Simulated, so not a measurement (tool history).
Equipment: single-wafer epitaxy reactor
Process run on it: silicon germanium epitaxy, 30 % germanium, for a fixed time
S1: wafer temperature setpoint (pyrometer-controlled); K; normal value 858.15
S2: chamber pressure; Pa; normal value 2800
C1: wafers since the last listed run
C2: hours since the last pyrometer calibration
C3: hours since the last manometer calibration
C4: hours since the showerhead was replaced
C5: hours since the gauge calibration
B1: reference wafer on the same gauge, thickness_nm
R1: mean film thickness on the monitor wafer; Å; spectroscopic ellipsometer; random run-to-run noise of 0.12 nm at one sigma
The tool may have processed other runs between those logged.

{"run": 1, "hour": 0.0, "S1": 855.15, "S2": 2800, "C1": 0, "C2": 1904.3, "C3": 1557.7, "C4": 6251.9, "C5": 172.9, "B1": 39.679, "R1": 425.71}
{"run": 2, "hour": 13.8, "S1": 855.15, "S2": 2800, "C1": 237, "C2": 1918.1, "C3": 1571.5, "C4": 6265.7, "C5": 186.7, "B1": 39.705, "R1": 426.15}
{"run": 3, "hour": 27.6, "S1": 868.15, "S2": 2800, "C1": 237, "C2": 1931.9, "C3": 1585.3, "C4": 6279.5, "C5": 200.5, "B1": 39.692, "R1": 532.68}
{"run": 4, "hour": 42.1, "S1": 868.15, "S2": 2800, "C1": 249, "C2": 1946.4, "C3": 1599.8, "C4": 6294, "C5": 215, "B1": 39.705, "R1": 531.1}
{"hour": 54.8, "done": "showerhead replaced"}
{"run": 5, "hour": 55.3, "S1": 868.15, "S2": 2800, "C1": 89, "C2": 1959.6, "C3": 1613, "C4": 0.5, "C5": 228.2, "B1": 39.664, "R1": 531.97}
{"run": 6, "hour": 59.5, "S1": 858.15, "S2": 2800, "C1": 72, "C2": 1963.8, "C3": 1617.2, "C4": 4.7, "C5": 232.4, "B1": 39.708, "R1": 448.54}
{"run": 7, "hour": 76.7, "S1": 858.15, "S2": 2800, "C1": 296, "C2": 1981, "C3": 1634.4, "C4": 21.9, "C5": 249.6, "B1": 39.693, "R1": 450.06}
{"run": 8, "hour": 84.8, "S1": 858.15, "S2": 2800, "C1": 139, "C2": 1989.1, "C3": 1642.5, "C4": 30, "C5": 257.7, "B1": 39.687, "R1": 447.61}
{"run": 9, "hour": 91.5, "S1": 858.15, "S2": 2800, "C1": 115, "C2": 1995.8, "C3": 1649.2, "C4": 36.7, "C5": 264.4, "B1": 39.711, "R1": 446.42}
{"run": 10, "hour": 107.8, "S1": 870.15, "S2": 2800, "C1": 280, "C2": 2012.1, "C3": 1665.5, "C4": 53, "C5": 280.7, "B1": 39.677, "R1": 550.96}
{"run": 11, "hour": 114.6, "S1": 870.15, "S2": 2800, "C1": 117, "C2": 2018.9, "C3": 1672.3, "C4": 59.8, "C5": 287.5, "B1": 39.7, "R1": 546.87}
{"run": 12, "hour": 123.0, "S1": 858.15, "S2": 2800, "C1": 144, "C2": 2027.3, "C3": 1680.7, "C4": 68.2, "C5": 295.9, "B1": 39.679, "R1": 449.03}
{"run": 13, "hour": 133.5, "S1": 858.15, "S2": 2800, "C1": 180, "C2": 2037.8, "C3": 1691.2, "C4": 78.7, "C5": 306.4, "B1": 39.691, "R1": 447.87}
{"hour": 138.5, "done": "gauge calibrated"}
{"run": 14, "hour": 146.1, "S1": 843.15, "S2": 3306, "C1": 217, "C2": 2050.4, "C3": 1703.8, "C4": 91.3, "C5": 7.6, "B1": 39.685, "R1": 365.52}
{"run": 15, "hour": 158.6, "S1": 858.15, "S2": 2800, "C1": 215, "C2": 2062.9, "C3": 1716.3, "C4": 103.8, "C5": 20.1, "B1": 39.695, "R1": 449.76}
{"run": 16, "hour": 175.7, "S1": 864.15, "S2": 3026, "C1": 294, "C2": 2080, "C3": 1733.4, "C4": 120.9, "C5": 37.2, "B1": 39.694, "R1": 511.12}
{"run": 17, "hour": 191.1, "S1": 844.15, "S2": 2480, "C1": 265, "C2": 2095.4, "C3": 1748.8, "C4": 136.3, "C5": 52.6, "B1": 39.715, "R1": 336.52}
{"run": 18, "hour": 203.7, "S1": 870.15, "S2": 3266, "C1": 217, "C2": 2108, "C3": 1761.4, "C4": 148.9, "C5": 65.2, "B1": 39.687, "R1": 581.9}
{"hour": 219.9, "done": "capacitance manometer re-zeroed and calibrated"}
{"hour": 220.0, "done": "pyrometer calibrated"}
{"run": 19, "hour": 220.4, "S1": 849.15, "S2": 3026, "C1": 147, "C2": 0.4, "C3": 0.5, "C4": 165.6, "C5": 81.9, "B1": 39.699, "R1": 389.32}
{"run": 20, "hour": 225.1, "S1": 864.15, "S2": 2800, "C1": 80, "C2": 5.1, "C3": 5.2, "C4": 170.3, "C5": 86.6, "B1": 39.692, "R1": 490.61}
{"run": 21, "hour": 240.1, "S1": 858.15, "S2": 2506, "C1": 258, "C2": 20.1, "C3": 20.2, "C4": 185.3, "C5": 101.6, "B1": 39.734, "R1": 428.28}
{"run": 22, "hour": 255.3, "S1": 858.15, "S2": 3026, "C1": 261, "C2": 35.3, "C3": 35.4, "C4": 200.5, "C5": 116.8, "B1": 39.696, "R1": 454.75}
{"run": 23, "hour": 267.7, "S1": 870.15, "S2": 2280, "C1": 213, "C2": 47.7, "C3": 47.8, "C4": 212.9, "C5": 129.2, "B1": 39.699, "R1": 505.72}
{"run": 24, "hour": 280.3, "S1": 849.15, "S2": 2346, "C1": 217, "C2": 60.3, "C3": 60.4, "C4": 225.5, "C5": 141.8, "B1": 39.68, "R1": 357.37}
{"run": 25, "hour": 292.0, "S1": 858.15, "S2": 2800, "C1": 201, "C2": 72, "C3": 72.1, "C4": 237.2, "C5": 153.5, "B1": 39.692, "R1": 442.85}
{"run": 26, "hour": 306.4, "S1": 853.15, "S2": 3480, "C1": 248, "C2": 86.4, "C3": 86.5, "C4": 251.6, "C5": 167.9, "B1": 39.699, "R1": 438.74}
{"run": 27, "hour": 315.2, "S1": 844.15, "S2": 2440, "C1": 151, "C2": 95.2, "C3": 95.3, "C4": 260.4, "C5": 176.7, "B1": 39.697, "R1": 330.93}
{"run": 28, "hour": 324.7, "S1": 855.15, "S2": 2800, "C1": 163, "C2": 104.7, "C3": 104.8, "C4": 269.9, "C5": 186.2, "B1": 39.693, "R1": 420.09}
{"run": 29, "hour": 332.6, "S1": 868.15, "S2": 2800, "C1": 136, "C2": 112.6, "C3": 112.7, "C4": 277.8, "C5": 194.1, "B1": 39.703, "R1": 522.41}
{"hour": 354.8, "done": "capacitance manometer re-zeroed and calibrated, repeated, since the last time left the tool worse"}
{"run": 30, "hour": 355.3, "S1": 846.15, "S2": 2400, "C1": 253, "C2": 135.3, "C3": 0.5, "C4": 300.5, "C5": 216.8, "B1": 39.69, "R1": 352.77}
{"run": 31, "hour": 359.1, "S1": 870.15, "S2": 3053, "C1": 65, "C2": 139.1, "C3": 4.3, "C4": 304.3, "C5": 220.6, "B1": 39.703, "R1": 578.31}
{"run": 32, "hour": 375.8, "S1": 862.15, "S2": 2986, "C1": 287, "C2": 155.8, "C3": 21, "C4": 321, "C5": 237.3, "B1": 39.711, "R1": 501.39}
{"run": 33, "hour": 392.0, "S1": 849.15, "S2": 3200, "C1": 279, "C2": 172, "C3": 37.2, "C4": 337.2, "C5": 253.5, "B1": 39.701, "R1": 408.06}
{"run": 34, "hour": 407.9, "S1": 858.15, "S2": 2800, "C1": 273, "C2": 187.9, "C3": 53.1, "C4": 353.1, "C5": 269.4, "B1": 39.711, "R1": 458.21}
{"run": 35, "hour": 418.6, "S1": 848.15, "S2": 2573, "C1": 184, "C2": 198.6, "C3": 63.8, "C4": 363.8, "C5": 280.1, "B1": 39.713, "R1": 373.56}

Measured less the same run without the tool's hidden state. The same run-to-run variation is in both; the gauge's scatter may not be:
The tool's hidden condition here consists of: wafer temperature above the value expected at the setpoint (K); true pressure above the setpoint (%); gauge reads high (%).
run=1 R1=-8.94
run=2 R1=-8.97
run=3 R1=-11.23
run=4 R1=-11.22
run=5 R1=-11.26
run=6 R1=-9.49
run=7 R1=-9.55
run=8 R1=-9.51
run=9 R1=-9.49
run=10 R1=-11.73
run=11 R1=-11.66
run=12 R1=-9.58
run=13 R1=-9.57
run=14 R1=-7.82
run=15 R1=-9.63
run=16 R1=-10.97
run=17 R1=-7.23
run=18 R1=-12.52
run=19 R1=-12.93
run=20 R1=-16.37
run=21 R1=-14.51
run=22 R1=-15.63
run=23 R1=-17.6
run=24 R1=-12.58
run=25 R1=-15.75
run=26 R1=-15.79
run=27 R1=-12
run=28 R1=-15.35
run=29 R1=-19.21
run=30 R1=-0.57
run=31 R1=-1.01
run=32 R1=-1.14
run=33 R1=-1.12
run=34 R1=-1.47
run=35 R1=-1.31
